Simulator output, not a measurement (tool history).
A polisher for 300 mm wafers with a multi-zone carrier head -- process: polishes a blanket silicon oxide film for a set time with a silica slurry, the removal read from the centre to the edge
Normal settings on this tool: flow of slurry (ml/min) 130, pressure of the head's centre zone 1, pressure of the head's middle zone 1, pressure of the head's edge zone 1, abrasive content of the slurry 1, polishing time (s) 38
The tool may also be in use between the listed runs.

| run | hour | flow of slurry (ml/min) | pressure of the head's centre zone | pressure of the head's middle zone | pressure of the head's edge zone | abrasive content of the slurry | polishing time (s) | incoming thickness of the incoming film, nm | film removed at the wafer's centre (angstrom) | film removed at mid-radius (angstrom) | film removed at the wafer's edge (angstrom) |
|---|---|---|---|---|---|---|---|---|---|---|---|
| 1 | 0 | 130 | 1 | 1 | 1 | 1 | 38 | 1050.7 | 1076 | 1043 | 1066 |
| 2 | 38.4 | 130 | 1 | 1 | 1 | 1 | 38 | 1050.7 | 1037 | 1044 | 1045 |
|  | 105.3 | worn pad replaced by a new one |
|  | 106.3 | centre zone pressure recalibrated |
| 3 | 106.8 | 130 | 1 | 1 | 1 | 1 | 38 | 1047.4 | 1086 | 1076 | 1088 |
|  | 129.9 | slurry nozzle cleaned |
| 4 | 147.8 | 130 | 0.92 | 1 | 1 | 1 | 38 | 1052 | 1049 | 1066 | 1087 |
|  | 154.2 | edge zone pressure recalibrated |
| 5 | 201.1 | 130 | 0.92 | 1 | 1 | 1 | 38 | 1044.8 | 1021 | 1066 | 1077 |
| 6 | 261.1 | 130 | 0.92 | 1 | 1 | 1 | 38 | 1061 | 1014 | 1062 | 1051 |
| 7 | 303.5 | 130 | 1 | 1 | 1 | 1 | 38 | 1066.6 | 1032 | 1055 | 1045 |
| 8 | 334 | 130 | 1 | 1 | 1 | 1 | 38 | 1070.5 | 1014 | 1022 | 1046 |
| 9 | 391.3 | 85 | 1 | 1 | 1 | 1.3 | 38 | 1057.7 | 947 | 958 | 1027 |
|  | 405.7 | worn pad replaced by a new one |
|  | 427.8 | carrier head's membrane replaced by a new one |
| 10 | 438.4 | 165 | 1 | 1 | 1 | 1 | 26 | 1069.8 | 778 | 770 | 755 |
| 11 | 492.9 | 130 | 0.95 | 1 | 1 | 1 | 38 | 1045.4 | 1026 | 1044 | 1043 |
| 12 | 546.8 | 130 | 1 | 1 | 1 | 1 | 38 | 1080.4 | 1048 | 1027 | 1039 |
| 13 | 594.6 | 130 | 1 | 0.94 | 1 | 1 | 38 | 1071.6 | 1029 | 983 | 1048 |
|  | 621.6 | slurry nozzle cleaned |
| 14 | 632.9 | 105 | 1 | 1 | 1 | 1 | 38 | 1076.1 | 957 | 956 | 982 |
| 15 | 682.6 | 130 | 0.89 | 1 | 1.04 | 1 | 38 | 1046.4 | 948 | 1005 | 1034 |
|  | 695.5 | worn pad replaced by a new one |
| 16 | 743.1 | 130 | 0.95 | 1 | 1 | 1 | 38 | 1049.9 | 1061 | 1079 | 1082 |
| 17 | 786.8 | 155 | 1 | 0.97 | 0.9 | 0.9 | 38 | 1057 | 1094 | 1041 | 1022 |
| 18 | 820.1 | 130 | 1 | 1 | 0.93 | 1.1 | 35 | 1050.5 | 1016 | 1013 | 984 |
| 19 | 890.2 | 90 | 1 | 1 | 1.1 | 0.7 | 32 | 1070.8 | 683 | 684 | 744 |
| 20 | 916 | 130 | 1 | 1 | 1 | 1 | 38 | 1050.5 | 1042 | 1044 | 1044 |
| 21 | 966.5 | 130 | 1.06 | 1 | 1.1 | 1.25 | 38 | 1068.7 | 1139 | 1101 | 1153 |
|  | 985.7 | worn pad replaced by a new one |
| 22 | 1012.2 | 130 | 0.97 | 1.06 | 1 | 1 | 38 | 1062.5 | 1059 | 1078 | 1071 |

Branching from run 22: 3 alternative next runs. What would each branch give?
| A | 1012.6 | 130 | 1 | 1 | 1 | 1 | 32 | 1046.6 | ? | ? | ? |
| B | 1012.6 | 170 | 1 | 0.9 | 1.08 | 1 | 38 | 1046.6 | ? | ? | ? |
| C | 1012.6 | 170 | 1 | 1 | 1 | 0.8 | 43 | 1046.6 | ? | ? | ? |

| run | film removed at the wafer's centre (angstrom) | film removed at mid-radius (angstrom) | film removed at the wafer's edge (angstrom) |
|---|---|---|---|
| A | 899 | 884 | 893 |
| B | 1137 | 1042 | 1138 |
| C | 1187 | 1158 | 1152 |
Take away the tool's hidden state, keep each run's random variation, and the runs would have read:
| run | film removed at the wafer's centre (angstrom) | film removed at mid-radius (angstrom) | film removed at the wafer's edge (angstrom) |
|---|---|---|---|
| A | 905 | 890 | 899 |
| B | 1144 | 1049 | 1145 |
| C | 1195 | 1166 | 1160 |
